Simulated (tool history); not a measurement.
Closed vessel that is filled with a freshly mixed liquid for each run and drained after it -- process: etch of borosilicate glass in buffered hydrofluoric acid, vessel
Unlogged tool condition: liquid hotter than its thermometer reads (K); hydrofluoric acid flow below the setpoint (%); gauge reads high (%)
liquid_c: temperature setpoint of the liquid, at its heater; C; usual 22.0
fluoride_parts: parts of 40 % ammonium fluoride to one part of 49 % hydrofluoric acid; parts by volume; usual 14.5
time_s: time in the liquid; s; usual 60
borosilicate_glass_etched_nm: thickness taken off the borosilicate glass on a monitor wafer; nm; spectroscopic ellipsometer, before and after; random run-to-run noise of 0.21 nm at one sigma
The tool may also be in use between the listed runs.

run,hour,liquid_c,fluoride_parts,time_s,wafers since the last listed run,hours since the thermometer was replaced,hours since the hydrofluoric acid flow meter was replaced,hours since the gauge calibration,"read-back film thickness of the borosilicate glass reference wafer, read on the same gauge (nm)",borosilicate_glass_etched_nm
1,0.0,25.5,14.5,85,0,2376.7,1370.3,662.5,80.02,81.25
2,89.1,25.5,14.5,85,11516,2465.8,1459.4,751.6,80.00,81.49
3,115.9,25.5,14.5,85,3463,2492.6,1486.2,778.4,80.01,81.14
4,132.8,22.0,14.5,60,2184,2509.5,1503.1,795.3,79.99,47.69
5,145.2,22.0,14.5,60,1602,2521.9,1515.5,807.7,80.01,47.58
6,180.1,22.0,14.5,60,4510,2556.8,1550.4,842.6,80.01,47.87
7,198.9,22.0,14.5,60,2429,2575.6,1569.2,861.4,80.00,47.31
8,211.5,22.0,14.5,60,1628,2588.2,1581.8,874.0,80.00,47.12
# hour 215.5: gauge calibrated
9,227.8,22.0,14.5,60,2106,2604.5,1598.1,12.3,79.99,47.24
# hour 271.4: hydrofluoric acid flow meter replaced
10,308.9,22.0,14.5,60,10353,2685.6,37.5,93.4,80.00,50.53
11,336.5,22.0,14.5,60,3567,2713.2,65.1,121.0,79.99,49.63
12,364.9,27.0,12.0,50,3670,2741.6,93.5,149.4,79.99,65.85
13,382.6,18.5,14.5,70,2287,2759.3,111.2,167.1,80.01,47.76
14,401.9,25.5,14.5,85,2494,2778.6,130.5,186.4,79.97,85.74
15,415.6,22.0,14.5,60,1770,2792.3,144.2,200.1,80.00,49.93
16,429.5,19.5,12.0,70,1796,2806.2,158.1,214.0,80.01,61.10
17,463.3,18.0,16.0,95,4368,2840.0,191.9,247.8,80.01,57.61
18,484.7,22.0,12.5,80,2765,2861.4,213.3,269.2,80.00,76.66
19,510.8,22.0,14.5,60,3373,2887.5,239.4,295.3,80.01,49.49
20,532.6,17.0,14.5,60,2817,2909.3,261.2,317.1,80.02,37.49
# hour 626.2: thermometer replaced
21,630.3,22.0,14.5,60,12498,4.1,358.9,414.8,79.99,49.12
22,653.5,25.5,14.5,80,2998,27.3,382.1,438.0,79.99,80.17
23,679.8,18.5,14.5,90,3399,53.6,408.4,464.3,79.98,61.49
24,702.9,22.0,17.0,60,2985,76.7,431.5,487.4,80.01,41.92
25,737.4,25.5,14.5,85,4459,111.2,466.0,521.9,80.02,83.83
26,751.6,25.5,10.5,75,1835,125.4,480.2,536.1,80.00,101.86
27,773.6,22.0,9.0,60,2843,147.4,502.2,558.1,80.02,76.88
28,880.8,22.0,14.5,60,13855,254.6,609.4,665.3,80.00,48.93
29,895.6,22.0,11.0,30,1912,269.4,624.2,680.1,80.00,32.45
30,918.8,18.5,12.0,60,2998,292.6,647.4,703.3,80.01,49.01
31,939.7,22.0,14.5,60,2701,313.5,668.3,724.2,79.99,49.33
32,965.9,25.5,14.5,85,3386,339.7,694.5,750.4,80.01,83.69
33,1025.1,22.0,14.5,60,7651,398.9,753.7,809.6,79.98,49.31
# hour 1049.1: gauge calibrated
34,1052.5,20.0,18.5,85,3541,426.3,781.1,3.4,79.99,48.68

Run by run, hidden condition taken away, random variation retained:
run,borosilicate_glass_etched_nm
1,86.26
2,86.80
3,86.51
4,50.89
5,50.79
6,51.17
7,50.61
8,50.42
9,50.58
10,51.09
11,50.23
12,66.71
13,48.42
14,86.97
15,50.68
16,62.03
17,58.56
18,77.99
19,50.39
20,38.20
21,50.23
22,82.04
23,62.99
24,42.98
25,86.04
26,104.59
27,78.26
28,50.48
29,33.49
30,50.63
31,51.00
32,86.59
33,51.13
34,50.53
